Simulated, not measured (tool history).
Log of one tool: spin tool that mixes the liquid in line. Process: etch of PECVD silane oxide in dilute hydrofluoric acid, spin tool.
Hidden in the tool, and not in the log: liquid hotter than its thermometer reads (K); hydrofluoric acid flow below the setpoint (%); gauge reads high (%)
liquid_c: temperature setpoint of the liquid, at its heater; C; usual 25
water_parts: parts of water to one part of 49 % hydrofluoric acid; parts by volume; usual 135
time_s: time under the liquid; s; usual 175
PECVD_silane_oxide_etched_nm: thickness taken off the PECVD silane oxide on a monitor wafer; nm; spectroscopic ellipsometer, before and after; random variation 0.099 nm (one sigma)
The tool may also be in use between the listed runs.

run    day  liquid_c  water_parts  time_s  wafers since the last listed run  hours since the thermometer was replaced  hours since the hydrofluoric acid flow meter was replaced  hours since the gauge calibration  read-back film thickness of the PECVD silane oxide reference wafer, read on the same gauge (nm)  PECVD_silane_oxide_etched_nm
  1      0        25          135     175                                 0                                    1827.8                                                     1802.6                               88.9                                                                                            50.03                            43
  2  0.533        25          135     260                               125                                    1840.6                                                     1815.4                              101.7                                                                                            50.03                         63.91
  3  1.275        25          135     260                               174                                    1858.4                                                     1833.2                              119.5                                                                                            49.98                         64.07
  4  1.975        25          135     175                               164                                    1875.2                                                       1850                              136.3                                                                                            50.02                         42.94
  5    2.4        25          135     175                                99                                    1885.4                                                     1860.2                              146.5                                                                                            49.96                         43.14
  6  3.021        25          135     175                               145                                    1900.3                                                     1875.1                              161.4                                                                                            49.99                         43.06
  7  3.458        25          135     175                               102                                    1910.8                                                     1885.6                              171.9                                                                                            49.98                         43.01
  8  3.992      29.5          200     255                               125                                    1923.6                                                     1898.4                              184.7                                                                                            49.99                         45.17
     4.083  -- thermometer replaced
  9  4.533      29.5          190     230                               117                                      10.8                                                     1911.4                              197.7                                                                                            49.97                         39.56
       4.6  -- hydrofluoric acid flow meter replaced
 10  5.217      21.5          135      80                               150                                      27.2                                                       14.8                              214.1                                                                                               50                         17.56
       5.7  -- gauge calibrated
 11  5.954        25          135     260                               173                                      44.9                                                       32.5                                6.1                                                                                            49.98                         65.66
 12  6.371        25          135     175                                97                                      54.9                                                       42.5                               16.1                                                                                            50.01                         44.22
 13  8.167        21          135     175                               421                                        98                                                       85.6                               59.2                                                                                            50.01                         37.77
 14   8.45        25          135     240                                66                                     104.8                                                       92.4                                 66                                                                                            49.98                          60.8

Hidden state or all else? Some run-to-run changes of PECVD_silane_oxide_etched_nm, split into what the settings, what came in and random variation would give without the hidden state, and what is left for the hidden state (with any gauge scatter that isn't in both results):
Run 9 -> 10: liquid_c 29.5 -> 21.5, water_parts 190 -> 135, time_s 230 -> 80, hydrofluoric acid flow meter replaced. PECVD_silane_oxide_etched_nm -22 nm: hidden state +5.84, all else -27.84.
Run 10 -> 11: liquid_c 21.5 -> 25, time_s 80 -> 260, gauge calibrated. PECVD_silane_oxide_etched_nm +48.1 nm: hidden state -0.06, all else +48.16.
